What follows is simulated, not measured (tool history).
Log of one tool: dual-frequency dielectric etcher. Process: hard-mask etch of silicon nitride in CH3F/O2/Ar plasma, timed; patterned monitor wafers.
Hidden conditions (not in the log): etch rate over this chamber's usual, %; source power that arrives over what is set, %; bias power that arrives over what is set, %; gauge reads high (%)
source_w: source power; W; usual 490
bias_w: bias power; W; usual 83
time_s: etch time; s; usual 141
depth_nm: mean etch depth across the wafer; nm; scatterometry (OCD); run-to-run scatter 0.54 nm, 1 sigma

| run | day | source_w | bias_w | time_s | wafers since the last listed run | hours since the last wet clean | hours since the last source power generator calibration | hours since the last bias power generator calibration | hours since the last upper electrode change | hours since the gauge calibration | read-back reference wafer on the same gauge, depth_nm | depth_nm |
|---|---|---|---|---|---|---|---|---|---|---|---|---|
| 1 | 0 | 490 | 83 | 141 | 0 | 14.1 | 1927.9 | 2015.5 | 2828 | 1005.9 | 117.9 | 119.8 |
| 2 | 1.15 | 490 | 83 | 141 | 266 | 41.7 | 1955.5 | 2043.1 | 2855.6 | 1033.5 | 117.8 | 120.2 |
| 3 | 2.412 | 490 | 83 | 141 | 292 | 72 | 1985.8 | 2073.4 | 2885.9 | 1063.8 | 117.8 | 119.3 |
| 4 | 3.546 | 490 | 83 | 141 | 262 | 99.2 | 2013 | 2100.6 | 2913.1 | 1091 | 117.9 | 120.3 |
| 5 | 6.217 | 490 | 94 | 141 | 618 | 163.3 | 2077.1 | 2164.7 | 2977.2 | 1155.1 | 118.1 | 123.9 |
| 6 | 8.358 | 490 | 94 | 141 | 495 | 214.7 | 2128.5 | 2216.1 | 3028.6 | 1206.5 | 118 | 124.9 |
| 7 | 11.417 | 490 | 94 | 141 | 707 | 288.1 | 2201.9 | 2289.5 | 3102 | 1279.9 | 117.8 | 124.4 |
| 8 | 13.542 | 490 | 75 | 132 | 491 | 339.1 | 2252.9 | 2340.5 | 3153 | 1330.9 | 117.9 | 109.9 |
| 9 | 15.262 | 490 | 75 | 132 | 398 | 380.4 | 2294.2 | 2381.8 | 3194.3 | 1372.2 | 118 | 109.1 |
|  | 20.971 | wet clean of the chamber |
|  | 21.883 | bias power generator calibrated |
| 10 | 23.958 | 490 | 83 | 141 | 1742 | 71.7 | 2502.9 | 49.8 | 3403 | 1580.9 | 117.9 | 124.4 |
| 11 | 25.642 | 490 | 83 | 141 | 389 | 112.1 | 2543.3 | 90.2 | 3443.4 | 1621.3 | 117.9 | 123.5 |
|  | 27.896 | gauge calibrated |
| 12 | 28.242 | 490 | 83 | 141 | 601 | 174.5 | 2605.7 | 152.6 | 3505.8 | 8.3 | 117.9 | 124.2 |
| 13 | 29.529 | 490 | 83 | 141 | 297 | 205.4 | 2636.6 | 183.5 | 3536.7 | 39.2 | 118 | 125.6 |
|  | 31.775 | wet clean of the chamber, repeated, since the last time left the tool worse |
| 14 | 31.796 | 490 | 83 | 141 | 293 | 0.5 | 2691 | 237.9 | 3591.1 | 93.6 | 118 | 117.9 |
| 15 | 33.171 | 490 | 83 | 141 | 318 | 33.5 | 2724 | 270.9 | 3624.1 | 126.6 | 118.1 | 118.7 |
| 16 | 35.658 | 490 | 93 | 183.5 | 575 | 93.2 | 2783.7 | 330.6 | 3683.8 | 186.3 | 118.3 | 161.6 |
| 17 | 39.004 | 530 | 83 | 160.5 | 774 | 173.5 | 2864 | 410.9 | 3764.1 | 266.6 | 117.9 | 139.1 |
| 18 | 41.546 | 530 | 83 | 160.5 | 588 | 234.5 | 2925 | 471.9 | 3825.1 | 327.6 | 118.1 | 139.6 |
| 19 | 44.442 | 490 | 83 | 141 | 670 | 304 | 2994.5 | 541.4 | 3894.6 | 397.1 | 118.1 | 120.4 |
| 20 | 45.5 | 490 | 83 | 141 | 244 | 329.4 | 3019.9 | 566.8 | 3920 | 422.5 | 118 | 119.9 |
|  | 48.012 | upper electrode replaced |
| 21 | 48.033 | 490 | 83 | 141 | 354 | 390.2 | 3080.7 | 627.6 | 0.5 | 483.3 | 118.1 | 120.7 |
|  | 49.288 | source power generator calibrated |
| 22 | 49.529 | 410 | 83 | 175.5 | 307 | 426.1 | 5.8 | 663.5 | 36.4 | 519.2 | 118 | 143.8 |
| 23 | 50.85 | 490 | 64 | 105 | 305 | 457.8 | 37.5 | 695.2 | 68.1 | 550.9 | 118 | 83.5 |
| 24 | 52.067 | 400 | 69 | 141 | 281 | 487 | 66.7 | 724.4 | 97.3 | 580.1 | 118 | 108.7 |
| 25 | 54.25 | 610 | 90 | 125.5 | 505 | 539.4 | 119.1 | 776.8 | 149.7 | 632.5 | 118.1 | 116.9 |
|  | 55.983 | wet clean of the chamber |
| 26 | 56.008 | 430 | 102 | 169.5 | 175 | 0.6 | 161.3 | 819 | 191.9 | 674.7 | 118.2 | 146.2 |
| 27 | 58.112 | 490 | 103 | 111.5 | 486 | 51.1 | 211.8 | 869.5 | 242.4 | 725.2 | 118.2 | 100.2 |
| 28 | 60.929 | 400 | 69 | 141 | 651 | 118.7 | 279.4 | 937.1 | 310 | 792.8 | 118 | 108.2 |
| 29 | 62.792 | 490 | 83 | 141 | 431 | 163.4 | 324.1 | 981.8 | 354.7 | 837.5 | 117.7 | 120.9 |
| 30 | 63.862 | 490 | 103 | 141 | 247 | 189.1 | 349.8 | 1007.5 | 380.4 | 863.2 | 118 | 127.8 |

Entry by entry between the runs, the difference in hidden state between the last listed run before and the first listed run after:
In the gap between runs 9 and 10: wet clean of the chamber (day 20.971); bias power generator calibrated (day 21.883)
  etch rate over this chamber's usual, %: 1.54 -> 4.07
  difference, measured minus the result without the unlogged condition, depth_nm: +1.7 -> +4.9 nm
In the gap between runs 11 and 12: gauge calibrated (day 27.896)
  etch rate over this chamber's usual, %: 4.23 -> 4.49
  difference, measured minus the result without the unlogged condition, depth_nm: +5 -> +5.4 nm
In the gap between runs 13 and 14: wet clean of the chamber, repeated, since the last time left the tool worse (day 31.775)
  etch rate over this chamber's usual, %: 4.61 -> -0.318
  difference, measured minus the result without the unlogged condition, depth_nm: +5.6 -> -0.4 nm
In the gap between runs 20 and 21: upper electrode replaced (day 48.012)
  etch rate over this chamber's usual, %: 1.01 -> 1.26
  difference, measured minus the result without the unlogged condition, depth_nm: +1.2 -> +1.5 nm
In the gap between runs 21 and 22: source power generator calibrated (day 49.288)
  etch rate over this chamber's usual, %: 1.26 -> 1.4
  difference, measured minus the result without the unlogged condition, depth_nm: +1.5 -> +2 nm
In the gap between runs 25 and 26: wet clean of the chamber (day 55.983)
  etch rate over this chamber's usual, %: 1.86 -> -0.0466
  difference, measured minus the result without the unlogged condition, depth_nm: +2.1 -> +0 nm
